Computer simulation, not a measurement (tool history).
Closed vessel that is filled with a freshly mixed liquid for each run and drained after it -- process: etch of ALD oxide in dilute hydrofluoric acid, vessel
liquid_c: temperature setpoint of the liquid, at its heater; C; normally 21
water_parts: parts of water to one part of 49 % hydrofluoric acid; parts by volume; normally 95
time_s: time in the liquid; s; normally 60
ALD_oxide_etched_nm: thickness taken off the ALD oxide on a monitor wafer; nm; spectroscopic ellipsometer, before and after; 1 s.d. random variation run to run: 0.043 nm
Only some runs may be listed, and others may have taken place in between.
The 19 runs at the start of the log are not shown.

run	day	liquid_c	water_parts	time_s	read-back film thickness of the ALD oxide reference wafer, read on the same gauge (nm)	ALD_oxide_etched_nm
20	10.817	23.5	145	60	110.01	4.54
21	11.912	18.5	95	60	110	6.05
22	12.288	25	95	60	110	7.82
23	12.575	25	145	60	109.99	4.82
24	12.912	21	95	60	110.01	6.66
25	13.471	25	140	60	110.01	5.04
26	14.092	21	95	60	110	6.63
27	14.562	24	50	60	110	15.16
28	14.933	21	50	60	109.97	13.26
29	16.25	25	65	90	109.98	17.67
30	16.821	21	95	60	110	6.58
31	17.212	21	95	60	110	6.58

3 ways to go on from here, each from the tool as it stands after run 31. What would each give?
A	17.242	21	120	60	?	?
B	17.242	23.5	55	80	?	?
C	17.242	17	95	80	?	?

run	read-back film thickness of the ALD oxide reference wafer, read on the same gauge (nm)	ALD_oxide_etched_nm
A	110	5.06
B	110	17.62
C	110	7.42
With the hidden condition removed and each run's random variation left untouched, the same runs would have given:
run	ALD_oxide_etched_nm
A	5.13
B	17.86
C	7.53
